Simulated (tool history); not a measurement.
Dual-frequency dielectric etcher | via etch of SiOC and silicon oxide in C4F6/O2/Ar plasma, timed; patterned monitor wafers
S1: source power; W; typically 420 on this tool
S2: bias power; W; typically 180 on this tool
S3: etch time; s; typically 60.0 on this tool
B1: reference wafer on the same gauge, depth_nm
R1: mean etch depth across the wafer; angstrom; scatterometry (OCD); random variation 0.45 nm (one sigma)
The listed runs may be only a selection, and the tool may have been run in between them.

run,hour,S1,S2,S3,B1,R1
1,0.0,420,180,60.0,65.6,661
# hour 3.2: wet clean of the chamber
2,64.8,420,180,60.0,65.7,674
3,95.3,420,180,60.0,65.7,670
4,158.9,420,180,60.0,65.7,667
5,226.9,420,180,60.0,65.8,664
6,291.8,420,180,60.0,65.8,666
7,357.8,420,198,60.0,65.8,687
# hour 391.2: wet clean of the chamber
8,398.2,420,180,60.0,65.7,640
9,455.4,420,180,60.0,65.8,639
10,517.3,420,180,60.0,65.8,636
11,576.0,350,180,60.0,65.8,611
# hour 580.7: source power generator calibrated
# hour 645.1: upper electrode replaced
# hour 649.1: wet clean of the chamber, repeated, since the last time left the tool worse
12,649.6,350,180,60.0,65.7,649
13,701.8,350,180,60.0,65.8,640
# hour 714.8: bias power generator calibrated
14,767.5,520,166,50.5,65.7,580
15,801.1,420,180,60.0,65.7,666
16,864.4,330,144,60.0,65.7,557
17,922.3,420,180,52.0,65.7,575
# hour 940.4: gauge calibrated
18,954.1,420,212,60.0,65.8,713
19,991.6,330,144,60.0,65.9,552
# hour 1022.2: wet clean of the chamber
20,1038.6,420,180,60.0,65.8,670
21,1075.7,520,159,67.0,65.7,746
22,1136.2,420,180,60.0,65.7,659
23,1190.3,420,164,60.0,65.7,640
24,1245.9,500,143,44.0,65.7,456
25,1272.0,420,215,60.0,65.6,717
26,1296.0,420,180,52.0,65.7,574

Had the tool no unlogged condition, and each run kept its random variation, what would the results have been?
Hidden state present: etch rate over this chamber's usual, %; source power that arrives over what is set, %; bias power that arrives over what is set, %; gauge reads high (%).
run,R1
1,673
2,678
3,675
4,674
5,675
6,680
7,705
8,675
9,676
10,676
11,653
12,650
13,644
14,586
15,674
16,566
17,587
18,730
19,567
20,674
21,753
22,668
23,651
24,466
25,734
26,588
